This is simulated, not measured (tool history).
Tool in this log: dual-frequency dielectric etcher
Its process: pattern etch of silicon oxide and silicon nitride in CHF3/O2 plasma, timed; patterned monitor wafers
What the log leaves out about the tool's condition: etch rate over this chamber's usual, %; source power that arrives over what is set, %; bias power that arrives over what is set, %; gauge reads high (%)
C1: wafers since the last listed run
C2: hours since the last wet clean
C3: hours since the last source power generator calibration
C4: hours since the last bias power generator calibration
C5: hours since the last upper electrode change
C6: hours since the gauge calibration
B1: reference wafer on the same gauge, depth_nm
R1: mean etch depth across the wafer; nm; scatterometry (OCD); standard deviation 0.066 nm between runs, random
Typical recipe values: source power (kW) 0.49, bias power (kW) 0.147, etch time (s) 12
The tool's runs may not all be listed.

run 1 hour=0 | source_power_(kW)=0.49 bias_power_(kW)=0.173 etch_time_(s)=12 | C1=0 C2=225.2 C3=3735.1 C4=3864.3 C5=4019.4 C6=2051.9 | B1=15 | R1=15.75
run 2 hour=31.7 | source_power_(kW)=0.49 bias_power_(kW)=0.173 etch_time_(s)=12 | C1=656 C2=256.9 C3=3766.8 C4=3896 C5=4051.1 C6=2083.6 | B1=14.99 | R1=15.8
run 3 hour=72.7 | source_power_(kW)=0.49 bias_power_(kW)=0.147 etch_time_(s)=12 | C1=849 C2=297.9 C3=3807.8 C4=3937 C5=4092.1 C6=2124.6 | B1=14.99 | R1=15.01
run 4 hour=100.1 | source_power_(kW)=0.49 bias_power_(kW)=0.147 etch_time_(s)=12 | C1=567 C2=325.3 C3=3835.2 C4=3964.4 C5=4119.5 C6=2152 | B1=15 | R1=14.99
run 5 hour=179.5 | source_power_(kW)=0.49 bias_power_(kW)=0.147 etch_time_(s)=12 | C1=1645 C2=404.7 C3=3914.6 C4=4043.8 C5=4198.9 C6=2231.4 | B1=15 | R1=15.14
run 6 hour=232.8 | source_power_(kW)=0.49 bias_power_(kW)=0.147 etch_time_(s)=10 | C1=1104 C2=458 C3=3967.9 C4=4097.1 C5=4252.2 C6=2284.7 | B1=15 | R1=12.74
run 7 hour=297.8 | source_power_(kW)=0.49 bias_power_(kW)=0.147 etch_time_(s)=12 | C1=1346 C2=523 C3=4032.9 C4=4162.1 C5=4317.2 C6=2349.7 | B1=14.99 | R1=15.23
-- hour=339.4 upper electrode replaced
-- hour=349.2 wet clean of the chamber
run 8 hour=365.1 | source_power_(kW)=0.49 bias_power_(kW)=0.156 etch_time_(s)=10.5 | C1=693 C2=15.9 C3=4100.2 C4=4229.4 C5=25.7 C6=2417 | B1=14.99 | R1=13.29
-- hour=410.8 gauge calibrated
-- hour=415.3 bias power generator calibrated
run 9 hour=427.3 | source_power_(kW)=0.49 bias_power_(kW)=0.147 etch_time_(s)=9 | C1=1206 C2=78.1 C3=4162.4 C4=12 C5=87.9 C6=16.5 | B1=15.01 | R1=11.03
run 10 hour=487.3 | source_power_(kW)=0.49 bias_power_(kW)=0.158 etch_time_(s)=11 | C1=1243 C2=138.1 C3=4222.4 C4=72 C5=147.9 C6=76.5 | B1=15.01 | R1=14.02
run 11 hour=533.2 | source_power_(kW)=0.49 bias_power_(kW)=0.147 etch_time_(s)=12 | C1=951 C2=184 C3=4268.3 C4=117.9 C5=193.8 C6=122.4 | B1=15.01 | R1=14.99
run 12 hour=602.7 | source_power_(kW)=0.49 bias_power_(kW)=0.147 etch_time_(s)=12 | C1=1440 C2=253.5 C3=4337.8 C4=187.4 C5=263.3 C6=191.9 | B1=15.01 | R1=14.95
run 13 hour=668.8 | source_power_(kW)=0.49 bias_power_(kW)=0.157 etch_time_(s)=12 | C1=1369 C2=319.6 C3=4403.9 C4=253.5 C5=329.4 C6=258 | B1=15 | R1=15.43
run 14 hour=713.9 | source_power_(kW)=0.49 bias_power_(kW)=0.147 etch_time_(s)=12 | C1=934 C2=364.7 C3=4449 C4=298.6 C5=374.5 C6=303.1 | B1=15.02 | R1=15.25
run 15 hour=764.6 | source_power_(kW)=0.57 bias_power_(kW)=0.119 etch_time_(s)=10.5 | C1=1050 C2=415.4 C3=4499.7 C4=349.3 C5=425.2 C6=353.8 | B1=14.99 | R1=13.46
-- hour=867.7 source power generator calibrated
-- hour=938.9 wet clean of the chamber
run 16 hour=939.4 | source_power_(kW)=0.49 bias_power_(kW)=0.183 etch_time_(s)=12 | C1=3041 C2=0.5 C3=71.7 C4=524.1 C5=600 C6=528.6 | B1=15 | R1=15.84
run 17 hour=953.9 | source_power_(kW)=0.49 bias_power_(kW)=0.147 etch_time_(s)=12 | C1=300 C2=15 C3=86.2 C4=538.6 C5=614.5 C6=543.1 | B1=15.01 | R1=14.76
run 18 hour=1029.1 | source_power_(kW)=0.56 bias_power_(kW)=0.147 etch_time_(s)=12 | C1=1558 C2=90.2 C3=161.4 C4=613.8 C5=689.7 C6=618.3 | B1=15.02 | R1=15.73
run 19 hour=1091.4 | source_power_(kW)=0.49 bias_power_(kW)=0.147 etch_time_(s)=12 | C1=1290 C2=152.5 C3=223.7 C4=676.1 C5=752 C6=680.6 | B1=14.99 | R1=14.86
run 20 hour=1134.7 | source_power_(kW)=0.49 bias_power_(kW)=0.147 etch_time_(s)=10.5 | C1=897 C2=195.8 C3=267 C4=719.4 C5=795.3 C6=723.9 | B1=15.02 | R1=13.2
run 21 hour=1198.6 | source_power_(kW)=0.49 bias_power_(kW)=0.147 etch_time_(s)=8.5 | C1=1324 C2=259.7 C3=330.9 C4=783.3 C5=859.2 C6=787.8 | B1=15.02 | R1=10.65
run 22 hour=1228.3 | source_power_(kW)=0.6 bias_power_(kW)=0.181 etch_time_(s)=14 | C1=615 C2=289.4 C3=360.6 C4=813 C5=888.9 C6=817.5 | B1=15.01 | R1=20.58
run 23 hour=1278.2 | source_power_(kW)=0.52 bias_power_(kW)=0.166 etch_time_(s)=12 | C1=1034 C2=339.3 C3=410.5 C4=862.9 C5=938.8 C6=867.4 | B1=15.01 | R1=16.26
run 24 hour=1335.1 | source_power_(kW)=0.57 bias_power_(kW)=0.147 etch_time_(s)=12 | C1=1179 C2=396.2 C3=467.4 C4=919.8 C5=995.7 C6=924.3 | B1=15.01 | R1=16.28
run 25 hour=1384.1 | source_power_(kW)=0.44 bias_power_(kW)=0.121 etch_time_(s)=12 | C1=1015 C2=445.2 C3=516.4 C4=968.8 C5=1044.7 C6=973.3 | B1=14.99 | R1=13.74
run 26 hour=1446.4 | source_power_(kW)=0.49 bias_power_(kW)=0.147 etch_time_(s)=12 | C1=1290 C2=507.5 C3=578.7 C4=1031.1 C5=1107 C6=1035.6 | B1=14.99 | R1=15.42
run 27 hour=1496.6 | source_power_(kW)=0.53 bias_power_(kW)=0.13 etch_time_(s)=9.5 | C1=1040 C2=557.7 C3=628.9 C4=1081.3 C5=1157.2 C6=1085.8 | B1=15.02 | R1=12.26
-- hour=1539.2 wet clean of the chamber
run 28 hour=1539.7 | source_power_(kW)=0.6 bias_power_(kW)=0.168 etch_time_(s)=10.5 | C1=395 C2=0.5 C3=672 C4=1124.4 C5=1200.3 C6=1128.9 | B1=15 | R1=14.8
run 29 hour=1591.3 | source_power_(kW)=0.44 bias_power_(kW)=0.118 etch_time_(s)=9 | C1=1069 C2=52.1 C3=723.6 C4=1176 C5=1251.9 C6=1180.5 | B1=14.98 | R1=9.92
run 30 hour=1643.7 | source_power_(kW)=0.49 bias_power_(kW)=0.18 etch_time_(s)=9.5 | C1=1085 C2=104.5 C3=776 C4=1228.4 C5=1304.3 C6=1232.9 | B1=15 | R1=12.73

Below are 3 alternative next runs, each starting from the tool's condition after run 30. Predict each:
run A hour=1644.1 | source_power_(kW)=0.49 bias_power_(kW)=0.147 etch_time_(s)=12 | C1=8 C2=104.9 C3=776.4 C4=1228.8 C5=1304.7 C6=1233.3 | B1=? | R1=?
run B hour=1644.1 | source_power_(kW)=0.39 bias_power_(kW)=0.137 etch_time_(s)=12 | C1=8 C2=104.9 C3=776.4 C4=1228.8 C5=1304.7 C6=1233.3 | B1=? | R1=?
run C hour=1644.1 | source_power_(kW)=0.42 bias_power_(kW)=0.147 etch_time_(s)=12 | C1=8 C2=104.9 C3=776.4 C4=1228.8 C5=1304.7 C6=1233.3 | B1=? | R1=?

run=A B1=15.01 R1=14.94
run=B B1=15.01 R1=13.19
run=C B1=15.01 R1=13.96
With no hidden state in the tool, these same runs would have given:
run=A R1=14.7
run=B R1=12.98
run=C R1=13.74
